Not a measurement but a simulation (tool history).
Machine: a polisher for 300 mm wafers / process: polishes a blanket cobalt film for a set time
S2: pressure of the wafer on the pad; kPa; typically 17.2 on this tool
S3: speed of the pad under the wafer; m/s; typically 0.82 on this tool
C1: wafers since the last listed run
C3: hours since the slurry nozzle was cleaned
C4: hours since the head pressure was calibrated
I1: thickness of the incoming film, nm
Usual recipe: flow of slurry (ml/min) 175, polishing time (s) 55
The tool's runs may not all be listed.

run 1 hour=0 | flow_of_slurry_(ml/min)=175 S2=17.2 S3=0.82 polishing_time_(s)=55 | C1=0 wafers_polished_on_this_pad=244 C3=244.7 C4=712.3 | I1=781.6 | film_removed_(angstrom)=2925
run 2 hour=31.4 | flow_of_slurry_(ml/min)=175 S2=17.2 S3=0.82 polishing_time_(s)=55 | C1=193 wafers_polished_on_this_pad=437 C3=276.1 C4=743.7 | I1=777.1 | film_removed_(angstrom)=2955
run 3 hour=49.6 | flow_of_slurry_(ml/min)=175 S2=17.2 S3=0.82 polishing_time_(s)=55 | C1=112 wafers_polished_on_this_pad=549 C3=294.3 C4=761.9 | I1=795.1 | film_removed_(angstrom)=2980
-- hour=61.2 worn pad replaced by a new one
run 4 hour=74 | flow_of_slurry_(ml/min)=175 S2=17.2 S3=0.82 polishing_time_(s)=55 | C1=125 wafers_polished_on_this_pad=79 C3=318.7 C4=786.3 | I1=797.3 | film_removed_(angstrom)=3042
run 5 hour=103.1 | flow_of_slurry_(ml/min)=175 S2=17.2 S3=0.82 polishing_time_(s)=55 | C1=179 wafers_polished_on_this_pad=258 C3=347.8 C4=815.4 | I1=776.7 | film_removed_(angstrom)=2978
run 6 hour=116.6 | flow_of_slurry_(ml/min)=175 S2=17.2 S3=0.82 polishing_time_(s)=55 | C1=83 wafers_polished_on_this_pad=341 C3=361.3 C4=828.9 | I1=791.8 | film_removed_(angstrom)=3011
run 7 hour=146.9 | flow_of_slurry_(ml/min)=130 S2=14.5 S3=0.82 polishing_time_(s)=55 | C1=186 wafers_polished_on_this_pad=528 C3=391.6 C4=859.2 | I1=800.5 | film_removed_(angstrom)=2448
-- hour=174.8 head pressure recalibrated
run 8 hour=178.3 | flow_of_slurry_(ml/min)=130 S2=14.5 S3=0.82 polishing_time_(s)=55 | C1=181 wafers_polished_on_this_pad=709 C3=423 C4=3.5 | I1=804.2 | film_removed_(angstrom)=2254
-- hour=191.5 worn pad replaced by a new one
run 9 hour=199.2 | flow_of_slurry_(ml/min)=130 S2=14.5 S3=0.82 polishing_time_(s)=55 | C1=104 wafers_polished_on_this_pad=47 C3=443.9 C4=24.4 | I1=786.3 | film_removed_(angstrom)=2191

Forecast run 10:
run 10 hour=224.1 | flow_of_slurry_(ml/min)=175 S2=22.1 S3=0.82 polishing_time_(s)=70 | C1=153 wafers_polished_on_this_pad=200 C3=468.8 C4=49.3 | I1=792 | film_removed_(angstrom)=?

film removed (angstrom): 4553
Had the tool carried no hidden state, the very same run would have given film removed (angstrom) 4431.
